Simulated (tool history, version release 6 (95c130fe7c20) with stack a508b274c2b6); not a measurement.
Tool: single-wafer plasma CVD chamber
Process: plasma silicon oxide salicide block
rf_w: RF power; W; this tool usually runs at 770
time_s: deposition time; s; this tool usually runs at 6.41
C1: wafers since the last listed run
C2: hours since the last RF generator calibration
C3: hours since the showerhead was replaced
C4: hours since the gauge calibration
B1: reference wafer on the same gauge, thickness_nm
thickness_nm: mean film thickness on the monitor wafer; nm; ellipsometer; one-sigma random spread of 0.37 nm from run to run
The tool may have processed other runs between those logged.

run 1 day=0.000 | rf_w=770 time_s=6.41 | C1=0 C2=1758.0 C3=3648.7 C4=222.1 | B1=53.864 | thickness_nm=65.289
run 2 day=0.508 | rf_w=770 time_s=6.41 | C1=430 C2=1770.2 C3=3660.9 C4=234.3 | B1=53.864 | thickness_nm=65.495
run 3 day=0.892 | rf_w=770 time_s=6.41 | C1=324 C2=1779.4 C3=3670.1 C4=243.5 | B1=53.838 | thickness_nm=64.605
run 4 day=1.488 | rf_w=770 time_s=6.41 | C1=504 C2=1793.7 C3=3684.4 C4=257.8 | B1=53.758 | thickness_nm=65.381
run 5 day=1.988 | rf_w=770 time_s=6.41 | C1=423 C2=1805.7 C3=3696.4 C4=269.8 | B1=53.942 | thickness_nm=65.492
run 6 day=2.467 | rf_w=770 time_s=6.41 | C1=405 C2=1817.2 C3=3707.9 C4=281.3 | B1=53.870 | thickness_nm=65.121
run 7 day=2.733 | rf_w=730 time_s=6.41 | C1=225 C2=1823.6 C3=3714.3 C4=287.7 | B1=53.929 | thickness_nm=63.998
run 8 day=2.992 | rf_w=730 time_s=6.41 | C1=218 C2=1829.8 C3=3720.5 C4=293.9 | B1=53.948 | thickness_nm=63.409
run 9 day=3.654 | rf_w=730 time_s=6.41 | C1=560 C2=1845.7 C3=3736.4 C4=309.8 | B1=53.804 | thickness_nm=63.826
run 10 day=4.400 | rf_w=770 time_s=6.41 | C1=631 C2=1863.6 C3=3754.3 C4=327.7 | B1=53.908 | thickness_nm=65.493
run 11 day=4.908 | rf_w=870 time_s=6.41 | C1=430 C2=1875.8 C3=3766.5 C4=339.9 | B1=53.877 | thickness_nm=68.437
run 12 day=5.162 | rf_w=870 time_s=6.41 | C1=215 C2=1881.9 C3=3772.6 C4=346.0 | B1=53.941 | thickness_nm=67.762
run 13 day=5.758 | rf_w=770 time_s=6.41 | C1=504 C2=1896.2 C3=3786.9 C4=360.3 | B1=53.926 | thickness_nm=64.763
run 14 day=6.338 | rf_w=770 time_s=6.41 | C1=490 C2=1910.1 C3=3800.8 C4=374.2 | B1=53.957 | thickness_nm=64.715
run 15 day=6.950 | rf_w=770 time_s=6.41 | C1=518 C2=1924.8 C3=3815.5 C4=388.9 | B1=53.848 | thickness_nm=65.145
run 16 day=7.521 | rf_w=840 time_s=6.41 | C1=483 C2=1938.5 C3=3829.2 C4=402.6 | B1=53.889 | thickness_nm=66.844
run 17 day=8.212 | rf_w=840 time_s=6.41 | C1=585 C2=1955.1 C3=3845.8 C4=419.2 | B1=53.830 | thickness_nm=67.134
-- day=8.696 RF generator calibrated
run 18 day=8.812 | rf_w=840 time_s=6.41 | C1=225 C2=2.8 C3=3860.2 C4=433.6 | B1=54.014 | thickness_nm=67.154
run 19 day=9.358 | rf_w=710 time_s=6.41 | C1=462 C2=15.9 C3=3873.3 C4=446.7 | B1=53.973 | thickness_nm=63.114
-- day=9.842 showerhead replaced
run 20 day=11.433 | rf_w=700 time_s=7.20 | C1=1474 C2=65.7 C3=38.2 C4=496.5 | B1=53.831 | thickness_nm=70.925
run 21 day=11.842 | rf_w=770 time_s=6.41 | C1=345 C2=75.5 C3=48.0 C4=506.3 | B1=53.984 | thickness_nm=65.608
run 22 day=12.133 | rf_w=770 time_s=6.41 | C1=246 C2=82.5 C3=55.0 C4=513.3 | B1=53.993 | thickness_nm=64.782
run 23 day=12.512 | rf_w=910 time_s=6.91 | C1=320 C2=91.6 C3=64.1 C4=522.4 | B1=53.899 | thickness_nm=74.689
-- day=12.575 gauge calibrated
run 24 day=12.921 | rf_w=770 time_s=6.74 | C1=345 C2=101.4 C3=73.9 C4=8.3 | B1=53.932 | thickness_nm=68.739
run 25 day=13.412 | rf_w=920 time_s=6.78 | C1=416 C2=113.2 C3=85.7 C4=20.1 | B1=53.893 | thickness_nm=73.160
run 26 day=13.825 | rf_w=815 time_s=5.70 | C1=349 C2=123.1 C3=95.6 C4=30.0 | B1=53.994 | thickness_nm=59.487
run 27 day=14.342 | rf_w=890 time_s=6.41 | C1=437 C2=135.5 C3=108.0 C4=42.4 | B1=53.820 | thickness_nm=68.133
run 28 day=14.738 | rf_w=905 time_s=6.41 | C1=335 C2=145.0 C3=117.5 C4=51.9 | B1=53.959 | thickness_nm=69.351
run 29 day=15.229 | rf_w=770 time_s=6.06 | C1=416 C2=156.8 C3=129.3 C4=63.7 | B1=53.916 | thickness_nm=60.925
run 30 day=16.200 | rf_w=695 time_s=5.34 | C1=821 C2=180.1 C3=152.6 C4=87.0 | B1=53.892 | thickness_nm=52.169
run 31 day=16.867 | rf_w=865 time_s=7.37 | C1=564 C2=196.1 C3=168.6 C4=103.0 | B1=53.911 | thickness_nm=78.424
run 32 day=17.200 | rf_w=770 time_s=6.41 | C1=282 C2=204.1 C3=176.6 C4=111.0 | B1=53.835 | thickness_nm=64.880
run 33 day=17.829 | rf_w=770 time_s=6.41 | C1=532 C2=219.2 C3=191.7 C4=126.1 | B1=53.828 | thickness_nm=64.809
run 34 day=18.275 | rf_w=810 time_s=5.99 | C1=377 C2=229.9 C3=202.4 C4=136.8 | B1=53.783 | thickness_nm=62.315
run 35 day=18.529 | rf_w=815 time_s=6.89 | C1=215 C2=236.0 C3=208.5 C4=142.9 | B1=53.949 | thickness_nm=71.020
run 36 day=18.854 | rf_w=850 time_s=6.41 | C1=275 C2=243.8 C3=216.3 C4=150.7 | B1=53.937 | thickness_nm=67.836
run 37 day=21.067 | rf_w=865 time_s=7.25 | C1=1872 C2=296.9 C3=269.4 C4=203.8 | B1=53.954 | thickness_nm=76.296
run 38 day=21.588 | rf_w=725 time_s=6.95 | C1=440 C2=309.4 C3=281.9 C4=216.3 | B1=53.812 | thickness_nm=68.883
run 39 day=21.858 | rf_w=730 time_s=6.41 | C1=229 C2=315.9 C3=288.4 C4=222.8 | B1=53.793 | thickness_nm=63.971
run 40 day=22.242 | rf_w=685 time_s=5.55 | C1=324 C2=325.1 C3=297.6 C4=232.0 | B1=53.841 | thickness_nm=54.280
run 41 day=22.688 | rf_w=700 time_s=7.09 | C1=377 C2=335.8 C3=308.3 C4=242.7 | B1=53.853 | thickness_nm=70.325
run 42 day=23.254 | rf_w=820 time_s=7.60 | C1=479 C2=349.4 C3=321.9 C4=256.3 | B1=53.788 | thickness_nm=78.492
run 43 day=23.538 | rf_w=645 time_s=5.20 | C1=239 C2=356.2 C3=328.7 C4=263.1 | B1=53.873 | thickness_nm=49.525
run 44 day=23.875 | rf_w=860 time_s=5.84 | C1=285 C2=364.3 C3=336.8 C4=271.2 | B1=53.952 | thickness_nm=61.721

4 options for the next run, each taken on its own from the tool as it stands now. Forecast them:
run A day=23.892 | rf_w=770 time_s=6.41 | C1=14 C2=364.7 C3=337.2 C4=271.6 | B1=? | thickness_nm=?
run B day=23.892 | rf_w=660 time_s=6.41 | C1=14 C2=364.7 C3=337.2 C4=271.6 | B1=? | thickness_nm=?
run C day=23.892 | rf_w=770 time_s=7.01 | C1=14 C2=364.7 C3=337.2 C4=271.6 | B1=? | thickness_nm=?
run D day=23.892 | rf_w=905 time_s=7.37 | C1=14 C2=364.7 C3=337.2 C4=271.6 | B1=? | thickness_nm=?

run=A B1=53.886 thickness_nm=65.624
run=B B1=53.886 thickness_nm=61.947
run=C B1=53.886 thickness_nm=71.767
run=D B1=53.886 thickness_nm=79.984
Without the tool's unlogged condition, the same runs would have read:
run=A thickness_nm=65.624
run=B thickness_nm=61.947
run=C thickness_nm=71.767
run=D thickness_nm=79.984
